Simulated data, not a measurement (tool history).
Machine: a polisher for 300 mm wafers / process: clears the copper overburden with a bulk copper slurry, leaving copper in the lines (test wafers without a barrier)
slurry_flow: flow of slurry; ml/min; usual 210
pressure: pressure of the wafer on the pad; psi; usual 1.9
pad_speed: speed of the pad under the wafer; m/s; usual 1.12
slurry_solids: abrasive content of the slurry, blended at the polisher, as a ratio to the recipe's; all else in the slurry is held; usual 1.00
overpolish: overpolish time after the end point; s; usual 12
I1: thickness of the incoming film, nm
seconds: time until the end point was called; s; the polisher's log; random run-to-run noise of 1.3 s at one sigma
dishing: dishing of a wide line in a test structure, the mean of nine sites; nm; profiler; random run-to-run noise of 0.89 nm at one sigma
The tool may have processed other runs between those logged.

run 1 hour=0.0 | slurry_flow=210 pressure=1.9 pad_speed=1.12 slurry_solids=1.00 overpolish=12 | I1=727.3 | seconds=103.7 dishing=45.0
run 2 hour=12.3 | slurry_flow=210 pressure=1.9 pad_speed=1.12 slurry_solids=1.00 overpolish=12 | I1=705.4 | seconds=102.2 dishing=42.1
run 3 hour=27.9 | slurry_flow=210 pressure=1.9 pad_speed=1.12 slurry_solids=1.00 overpolish=12 | I1=732.4 | seconds=108.9 dishing=42.6
run 4 hour=51.1 | slurry_flow=210 pressure=1.9 pad_speed=1.12 slurry_solids=1.00 overpolish=12 | I1=718.3 | seconds=106.1 dishing=43.8
run 5 hour=75.8 | slurry_flow=210 pressure=1.9 pad_speed=1.12 slurry_solids=1.00 overpolish=12 | I1=722.0 | seconds=107.0 dishing=43.1
-- hour=90.1 worn pad replaced by a new one
run 6 hour=95.2 | slurry_flow=210 pressure=1.9 pad_speed=1.12 slurry_solids=1.00 overpolish=12 | I1=716.8 | seconds=102.1 dishing=44.7
-- hour=116.8 slurry blender recalibrated
run 7 hour=121.0 | slurry_flow=210 pressure=1.9 pad_speed=1.12 slurry_solids=1.00 overpolish=12 | I1=718.8 | seconds=103.4 dishing=44.7
run 8 hour=141.5 | slurry_flow=210 pressure=1.9 pad_speed=1.12 slurry_solids=1.00 overpolish=12 | I1=713.6 | seconds=101.8 dishing=43.8
run 9 hour=175.5 | slurry_flow=235 pressure=1.9 pad_speed=1.12 slurry_solids=1.00 overpolish=12 | I1=721.4 | seconds=100.0 dishing=44.2
run 10 hour=209.1 | slurry_flow=235 pressure=1.9 pad_speed=1.12 slurry_solids=1.00 overpolish=12 | I1=729.6 | seconds=105.5 dishing=44.5
run 11 hour=222.7 | slurry_flow=235 pressure=1.9 pad_speed=1.12 slurry_solids=1.00 overpolish=12 | I1=722.5 | seconds=103.8 dishing=43.3
run 12 hour=243.8 | slurry_flow=210 pressure=1.9 pad_speed=1.48 slurry_solids=1.00 overpolish=12 | I1=712.4 | seconds=79.9 dishing=50.9
-- hour=277.0 slurry nozzle cleaned
run 13 hour=277.8 | slurry_flow=230 pressure=1.9 pad_speed=1.12 slurry_solids=1.00 overpolish=12 | I1=708.3 | seconds=106.5 dishing=44.4
-- hour=302.6 worn pad replaced by a new one
-- hour=304.2 head pressure recalibrated
run 14 hour=313.7 | slurry_flow=210 pressure=1.9 pad_speed=1.12 slurry_solids=1.00 overpolish=12 | I1=718.7 | seconds=101.8 dishing=43.7
run 15 hour=325.7 | slurry_flow=210 pressure=1.9 pad_speed=1.12 slurry_solids=1.00 overpolish=12 | I1=729.7 | seconds=105.8 dishing=43.3
run 16 hour=339.2 | slurry_flow=210 pressure=1.3 pad_speed=1.12 slurry_solids=0.75 overpolish=12 | I1=722.4 | seconds=160.7 dishing=29.7

Run 17 has not been measured yet. What should we expect?
-- hour=388.6 slurry blender recalibrated
run 17 hour=438.6 | slurry_flow=135 pressure=2.5 pad_speed=1.12 slurry_solids=0.90 overpolish=12 | I1=733.2 | seconds=? dishing=?

{"run 17": {"seconds": 87.5, "dishing": 51.5}}
If the tool had no hidden condition, the same run with the same run-to-run variation would have returned seconds 84.9 s, dishing 52.7 nm.
